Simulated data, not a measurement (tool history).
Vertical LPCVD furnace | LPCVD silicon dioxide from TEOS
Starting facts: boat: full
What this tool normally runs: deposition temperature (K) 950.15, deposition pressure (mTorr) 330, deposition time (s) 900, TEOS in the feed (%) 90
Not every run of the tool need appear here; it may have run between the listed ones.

run,hour,deposition temperature (K),deposition pressure (mTorr),deposition time (s),TEOS in the feed (%),wafers since the last listed run,hours since the last temperature calibration,hours since the pressure gauge was zeroed,hours since the TEOS flow controller was replaced,hours since the gauge calibration,"read-back reference wafer on the same gauge, thickness",film thickness on the monitor wafer in the middle of the boat (angstrom)
1,0.0,950.15,330,900,90,0,4711.5,2557.9,3123.5,429.2,59.67,830.0
2,30.5,950.15,330,900,90,363,4742.0,2588.4,3154.0,459.7,59.61,829.5
3,50.1,950.15,330,900,90,233,4761.6,2608.0,3173.6,479.3,59.58,826.8
4,65.9,950.15,330,900,81,188,4777.4,2623.8,3189.4,495.1,59.59,789.7
5,96.5,947.15,330,900,90,365,4808.0,2654.4,3220.0,525.7,59.59,768.5
6,129.6,947.15,330,900,90,394,4841.1,2687.5,3253.1,558.8,59.61,770.8
7,155.8,950.15,330,900,90,312,4867.3,2713.7,3279.3,585.0,59.63,836.2
8,181.4,950.15,330,900,90,305,4892.9,2739.3,3304.9,610.6,59.62,829.7
9,216.8,950.15,330,900,90,422,4928.3,2774.7,3340.3,646.0,59.61,827.2
# hour 251.4: pressure gauge zeroed
10,251.9,950.15,310,900,90,132,4963.4,0.5,3375.4,681.1,59.56,813.2
# hour 286.9: thermocouples replaced and temperature profile calibrated
11,287.4,950.15,310,900,90,137,0.5,36.0,3410.9,716.6,59.61,711.5
12,293.4,950.15,310,900,90,71,6.5,42.0,3416.9,722.6,59.58,708.1
13,323.1,950.15,330,900,90,354,36.2,71.7,3446.6,752.3,59.59,740.7
14,339.3,954.15,330,900,90,193,52.4,87.9,3462.8,768.5,59.60,809.8
# hour 365.4: gauge calibrated
15,370.3,959.15,330,630,90,369,83.4,118.9,3493.8,4.9,59.67,640.2
16,387.2,950.15,330,660,90,201,100.3,135.8,3510.7,21.8,59.60,542.0
17,415.0,950.15,330,900,90,331,128.1,163.6,3538.5,49.6,59.62,737.8
18,439.8,950.15,330,660,79,295,152.9,188.4,3563.3,74.4,59.56,506.5
19,456.2,943.15,330,630,79,195,169.3,204.8,3579.7,90.8,59.58,405.0
# hour 497.3: TEOS flow controller replaced
20,497.8,950.15,330,900,90,210,210.9,246.4,0.5,132.4,59.63,737.1
21,501.8,943.15,330,900,81,47,214.9,250.4,4.5,136.4,59.59,591.9
22,561.7,950.15,330,900,90,714,274.8,310.3,64.4,196.3,59.60,736.2
23,584.9,944.15,330,630,90,276,298.0,333.5,87.6,219.5,59.59,447.7
24,598.7,941.15,330,600,76,164,311.8,347.3,101.4,233.3,59.57,361.4
25,633.4,950.15,330,1170,90,414,346.5,382.0,136.1,268.0,59.61,954.5
26,655.1,950.15,330,900,83,258,368.2,403.7,157.8,289.7,59.60,706.4
27,671.9,950.15,330,900,90,200,385.0,420.5,174.6,306.5,59.58,736.7
28,687.7,947.15,330,900,90,188,400.8,436.3,190.4,322.3,59.59,683.5
29,702.9,950.15,330,900,90,181,416.0,451.5,205.6,337.5,59.63,735.9
30,727.0,958.15,330,900,90,287,440.1,475.6,229.7,361.6,59.64,897.5
31,746.1,942.15,265,900,90,227,459.2,494.7,248.8,380.7,59.54,543.4

Consider 4 possible next runs. They are alternatives, not a sequence: every one starts from the tool as it was left by run 31. What does each give?
A,750.2,950.15,330,900,90,48,463.3,498.8,252.9,384.8,?,?
B,750.2,944.15,330,900,90,48,463.3,498.8,252.9,384.8,?,?
C,750.2,939.15,375,1080,90,48,463.3,498.8,252.9,384.8,?,?
D,750.2,939.15,330,900,90,48,463.3,498.8,252.9,384.8,?,?

run,"read-back reference wafer on the same gauge, thickness",film thickness on the monitor wafer in the middle of the boat (angstrom)
A,59.58,734.4
B,59.58,633.8
C,59.58,716.1
D,59.58,559.8
Without the tool's hidden state the same runs would have given:
run,film thickness on the monitor wafer in the middle of the boat (angstrom)
A,726.3
B,626.7
C,708.0
D,553.5

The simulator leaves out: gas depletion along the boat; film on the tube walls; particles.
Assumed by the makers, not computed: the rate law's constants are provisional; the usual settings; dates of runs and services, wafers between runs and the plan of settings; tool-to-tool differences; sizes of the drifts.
